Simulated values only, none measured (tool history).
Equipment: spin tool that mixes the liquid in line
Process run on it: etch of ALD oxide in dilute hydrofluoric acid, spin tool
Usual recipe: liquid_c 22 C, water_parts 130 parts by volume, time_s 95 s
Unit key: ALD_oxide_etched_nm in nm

run,hour,liquid_c,water_parts,time_s,wafers since the last listed run,hours since the thermometer was replaced,hours since the hydrofluoric acid flow meter was replaced,hours since the gauge calibration,"read-back film thickness of the ALD oxide reference wafer, read on the same gauge (nm)",ALD_oxide_etched_nm
1,0,22,130,80,0,1392.7,2500.1,87,70,9.5
2,13.6,22,130,80,95,1406.3,2513.7,100.6,69.99,9.55
3,20.8,22,130,80,50,1413.5,2520.9,107.8,70,9.5
4,28.8,22,130,95,56,1421.5,2528.9,115.8,69.98,11.26
5,38.1,22,130,95,65,1430.8,2538.2,125.1,70.01,11.39
6,51.1,22,130,95,91,1443.8,2551.2,138.1,70,11.37
7,67.9,22,130,95,117,1460.6,2568,154.9,69.99,11.37
8,82.9,22,130,95,105,1475.6,2583,169.9,70,11.41
9,89.5,22,130,95,46,1482.2,2589.6,176.5,70,11.33
10,101.4,22,180,95,83,1494.1,2601.5,188.4,70.02,7.84
11,117,22,180,95,109,1509.7,2617.1,204,69.99,7.81
12,126.6,22,180,95,67,1519.3,2626.7,213.6,70,7.79
13,139.3,22,130,75,89,1532,2639.4,226.3,70,8.92
14,154.9,22,130,75,109,1547.6,2655,241.9,70,8.98
# hour 157.3: hydrofluoric acid flow meter replaced
# hour 160.3: thermometer replaced
15,170.8,22,130,95,97,10.5,13.5,257.8,70.02,12.13
16,185.9,22,185,95,105,25.6,28.6,272.9,69.99,8.13
# hour 197.1: gauge calibrated
17,197.3,22,130,95,79,37,40,0.2,70,12.24
18,213.1,22,175,55,110,52.8,55.8,16,69.99,5.04
19,222,20.5,180,95,62,61.7,64.7,24.9,70,7.95
# hour 248.5: hydrofluoric acid flow meter replaced, repeated, since the last time left the tool worse
20,269.7,20,130,95,327,109.4,21.2,72.6,69.99,9.68
21,279.3,22,130,95,67,119,30.8,82.2,69.99,10.53
22,293.5,22,155,65,99,133.2,45,96.4,69.99,5.87
23,301,22,130,95,52,140.7,52.5,103.9,70,10.51
24,308.8,22,130,95,54,148.5,60.3,111.7,70,10.41
25,322.1,25.5,130,95,93,161.8,73.6,125,70.02,12.08
26,333.1,22,130,130,77,172.8,84.6,136,69.99,14.5
27,343.9,24,105,50,75,183.6,95.4,146.8,70,7.59
28,354.7,27,130,95,75,194.4,106.2,157.6,70.01,12.72
29,405.5,18,180,50,356,245.2,157,208.4,69.98,3.25
30,414.3,22,130,145,61,254,165.8,217.2,69.99,16.29
31,420.6,22,130,60,44,260.3,172.1,223.5,70,6.6

How the hidden state differs across the entries between the runs, from the last listed run before each to the first after it:
In the gap between runs 14 and 15: hydrofluoric acid flow meter replaced (hour 157.3); thermometer replaced (hour 160.3)
  hydrofluoric acid flow above the setpoint (%): 8.7 -> 15.4
  difference, measured minus the result without the unlogged condition, ALD_oxide_etched_nm: +0.82 -> +1.82 nm
In the gap between runs 16 and 17: gauge calibrated (hour 197.1)
  the hidden state is the same at both runs
  difference, measured minus the result without the unlogged condition, ALD_oxide_etched_nm: +1.27 -> +1.85 nm
In the gap between runs 19 and 20: hydrofluoric acid flow meter replaced, repeated, since the last time left the tool worse (hour 248.5)
  hydrofluoric acid flow above the setpoint (%): 15.5 -> 1.27
  difference, measured minus the result without the unlogged condition, ALD_oxide_etched_nm: +1.24 -> +0.14 nm

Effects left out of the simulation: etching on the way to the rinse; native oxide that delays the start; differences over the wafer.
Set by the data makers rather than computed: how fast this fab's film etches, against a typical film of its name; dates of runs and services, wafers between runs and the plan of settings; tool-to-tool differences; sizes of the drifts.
